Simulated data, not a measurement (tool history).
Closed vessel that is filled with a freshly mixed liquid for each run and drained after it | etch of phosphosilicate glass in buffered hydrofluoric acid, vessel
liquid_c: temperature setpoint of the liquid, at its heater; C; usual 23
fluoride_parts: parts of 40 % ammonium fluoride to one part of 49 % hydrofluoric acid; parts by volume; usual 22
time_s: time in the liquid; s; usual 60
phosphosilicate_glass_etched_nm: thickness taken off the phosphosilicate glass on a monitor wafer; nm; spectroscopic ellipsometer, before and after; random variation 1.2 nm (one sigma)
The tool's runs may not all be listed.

run,hour,liquid_c,fluoride_parts,time_s,"read-back film thickness of the phosphosilicate glass reference wafer, read on the same gauge (nm)",phosphosilicate_glass_etched_nm
1,0,23,26.5,60,60.01,157.71
2,40.5,23,26.5,60,60,158.86
3,73.5,23,19.5,80,60.01,265.67
4,120.8,23,22,60,60.03,179.87
5,162.7,23,17,60,59.99,230.02
6,213.5,23,17,60,59.99,227.71
7,278.3,23,22,60,60.01,183.9
8,336.5,23,22,60,59.99,181.72
9,372.5,23,22,60,60.01,182.32
10,428.5,23,22,60,60.02,182.52
11,471.9,23,22,60,60.01,180.59
12,516.7,23,22,60,59.99,182.63
13,561.3,23,22,60,59.97,182.19
14,766.1,23,22,60,60,184.05
15,816.7,23,22,75,60.03,229.02
# hour 844.1: gauge calibrated
16,879.5,26.5,28.5,80,60.01,247.36
17,941.6,23,22,60,60.01,184.59
# hour 974.9: thermometer replaced
18,1001.2,25.5,22,60,60.03,210.37
# hour 1056.6: hydrofluoric acid flow meter replaced
19,1063.2,18.5,22,60,59.99,136.23
20,1134.9,19,17.5,60,59.99,173.15
21,1165,23,22,60,59.99,177.22
22,1207.7,23,22,60,59.97,176.98
23,1245.4,23,22,35,59.98,102.89
24,1316.3,21,22,35,59.97,92.33
25,1373.4,21,18,90,60,285.18
26,1415.8,19,28,70,60,140.01
27,1471.5,23,22,30,59.97,89.23
28,1536.9,27,22,85,60.02,312.89
29,1585.5,27.5,28,85,60.02,274.42

Forecast each of these 3 alternatives for the next run:
A,1586.2,24.5,22,60,?,?
B,1586.2,23,18.5,60,?,?
C,1586.2,23,14.5,90,?,?

run,"read-back film thickness of the phosphosilicate glass reference wafer, read on the same gauge (nm)",phosphosilicate_glass_etched_nm
A,60.02,196.42
B,60.02,209.51
C,60.02,399.42
Without the tool's hidden state the same runs would have given:
run,phosphosilicate_glass_etched_nm
A,194.49
B,206.56
C,393.82
